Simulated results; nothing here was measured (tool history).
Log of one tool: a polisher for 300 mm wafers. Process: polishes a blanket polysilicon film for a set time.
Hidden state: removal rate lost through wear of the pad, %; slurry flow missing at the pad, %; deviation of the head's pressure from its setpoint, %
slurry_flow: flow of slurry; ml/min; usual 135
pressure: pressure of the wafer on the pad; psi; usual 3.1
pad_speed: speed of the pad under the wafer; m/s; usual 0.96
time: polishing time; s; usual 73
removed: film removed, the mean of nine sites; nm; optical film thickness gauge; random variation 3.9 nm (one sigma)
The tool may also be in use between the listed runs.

| run | hour | slurry_flow | pressure | pad_speed | time | wafers since the last listed run | wafers polished on this pad | hours since the slurry nozzle was cleaned | hours since the head pressure was calibrated | incoming thickness of the incoming film, nm | removed |
|---|---|---|---|---|---|---|---|---|---|---|---|
| 1 | 0.0 | 135 | 3.1 | 0.96 | 73 | 0 | 25 | 412.0 | 577.5 | 1822.7 | 541.3 |
| 2 | 27.7 | 135 | 3.1 | 0.96 | 73 | 281 | 307 | 439.7 | 605.2 | 1800.3 | 542.0 |
| 3 | 42.9 | 135 | 3.1 | 0.96 | 73 | 154 | 462 | 454.9 | 620.4 | 1786.7 | 538.1 |
| 4 | 88.3 | 135 | 3.1 | 0.96 | 73 | 461 | 923 | 500.3 | 665.8 | 1810.0 | 532.5 |
| 5 | 108.4 | 135 | 3.1 | 0.96 | 73 | 204 | 1128 | 520.4 | 685.9 | 1817.0 | 524.8 |
| 6 | 141.2 | 135 | 3.1 | 0.96 | 73 | 333 | 1462 | 553.2 | 718.7 | 1812.3 | 523.1 |
|  | 162.9 | worn pad replaced by a new one |
| 7 | 163.4 | 115 | 3.1 | 0.96 | 73 | 185 | 5 | 575.4 | 740.9 | 1810.5 | 525.6 |
| 8 | 175.5 | 100 | 3.1 | 0.96 | 73 | 123 | 128 | 587.5 | 753.0 | 1833.4 | 509.1 |
| 9 | 192.9 | 100 | 3.1 | 0.96 | 73 | 176 | 305 | 604.9 | 770.4 | 1813.8 | 506.4 |
| 10 | 224.0 | 135 | 3.1 | 1.04 | 73 | 316 | 621 | 636.0 | 801.5 | 1808.3 | 577.8 |
| 11 | 256.2 | 135 | 3.1 | 1.04 | 73 | 327 | 949 | 668.2 | 833.7 | 1811.4 | 577.9 |
|  | 269.5 | slurry nozzle cleaned |
| 12 | 289.2 | 135 | 3.1 | 1.04 | 73 | 325 | 1274 | 19.7 | 866.7 | 1815.8 | 562.3 |
| 13 | 321.4 | 135 | 3.1 | 0.96 | 73 | 327 | 1602 | 51.9 | 898.9 | 1819.0 | 516.8 |
|  | 324.1 | head pressure recalibrated |
|  | 325.8 | worn pad replaced by a new one |
| 14 | 344.6 | 135 | 3.1 | 0.96 | 73 | 198 | 191 | 75.1 | 20.5 | 1835.8 | 542.0 |
| 15 | 370.8 | 135 | 3.1 | 0.96 | 73 | 266 | 457 | 101.3 | 46.7 | 1819.4 | 541.4 |
| 16 | 393.5 | 135 | 3.1 | 0.96 | 92 | 230 | 688 | 124.0 | 69.4 | 1796.4 | 680.0 |
| 17 | 423.8 | 120 | 3.1 | 0.96 | 73 | 308 | 997 | 154.3 | 99.7 | 1797.9 | 524.2 |
| 18 | 443.1 | 120 | 3.1 | 0.96 | 73 | 196 | 1193 | 173.6 | 119.0 | 1797.5 | 514.9 |
| 19 | 499.8 | 135 | 4.1 | 0.96 | 99 | 576 | 1770 | 230.3 | 175.7 | 1803.7 | 921.3 |
|  | 519.7 | worn pad replaced by a new one |
| 20 | 520.2 | 155 | 2.5 | 1.18 | 60 | 166 | 5 | 250.7 | 196.1 | 1793.9 | 451.6 |
| 21 | 541.4 | 105 | 2.1 | 0.82 | 73 | 215 | 220 | 271.9 | 217.3 | 1783.8 | 297.0 |

Forecast run 22:
| 22 | 575.2 | 135 | 3.4 | 1.10 | 55 | 343 | 564 | 305.7 | 251.1 | 1808.4 | ? |

Run 22 gave removed 513.2 nm.
Without the tool's hidden state the same run would have given removed 518.3 nm.
